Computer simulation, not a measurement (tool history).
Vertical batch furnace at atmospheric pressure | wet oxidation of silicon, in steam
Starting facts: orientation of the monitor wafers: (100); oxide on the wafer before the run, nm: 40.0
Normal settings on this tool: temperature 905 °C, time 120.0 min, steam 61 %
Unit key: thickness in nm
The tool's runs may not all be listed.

run,day,temperature,time,steam,wafers since the last listed run,hours since the last temperature calibration,hours since the steam generator was serviced,hours since the gauge calibration,"read-back reference wafer on the same gauge, thickness",thickness
1,0.000,905,120.0,61,0,3104.7,2369.7,237.6,243.86,231.50
2,0.829,914,120.0,61,155,3124.6,2389.6,257.5,244.05,251.75
3,1.408,914,120.0,61,108,3138.5,2403.5,271.4,243.99,251.01
4,2.112,914,120.0,61,131,3155.4,2420.4,288.3,244.07,251.90
# day 2.242: gauge calibrated
5,2.512,905,120.0,61,74,3165.0,2430.0,6.5,244.02,231.96
6,3.546,905,120.0,61,193,3189.8,2454.8,31.3,243.88,232.49
7,6.483,905,120.0,53,550,3260.3,2525.3,101.8,244.01,209.80
8,7.496,905,120.0,53,189,3284.6,2549.6,126.1,244.01,210.71
# day 9.083: steam generator serviced
# day 9.996: thermocouples replaced and temperature profile calibrated
9,10.017,914,120.0,61,113,0.5,22.4,186.6,244.22,240.28
10,10.296,894,120.0,61,52,7.2,29.1,193.3,244.13,194.07
11,10.571,929,67.5,51,51,13.8,35.7,199.9,244.05,161.26
12,13.162,928,136.0,52,485,76.0,97.9,262.1,243.92,266.10
13,14.133,905,156.5,61,181,99.3,121.2,285.4,244.06,267.03
# day 14.271: gauge calibrated
14,14.988,898,155.5,68,160,119.8,141.7,17.2,243.84,267.97
15,16.604,905,159.0,61,302,158.6,180.5,56.0,243.89,270.15
16,17.142,898,120.0,61,100,171.5,193.4,68.9,244.16,203.58
17,18.117,915,68.0,69,182,194.9,216.8,92.3,243.91,176.36

The logged runs with the hidden state left out (each run's random variation unchanged):
Unlogged tool condition in this case: true tube temperature minus thermocouple reading, K; steam share off its setpoint, % of the setpoint; gauge reads high (%).
run,thickness
1,219.44
2,239.60
3,238.79
4,239.51
5,219.44
6,219.76
7,197.84
8,198.53
9,239.57
10,193.38
11,160.82
12,265.37
13,266.15
14,267.01
15,269.23
16,202.83
17,175.81

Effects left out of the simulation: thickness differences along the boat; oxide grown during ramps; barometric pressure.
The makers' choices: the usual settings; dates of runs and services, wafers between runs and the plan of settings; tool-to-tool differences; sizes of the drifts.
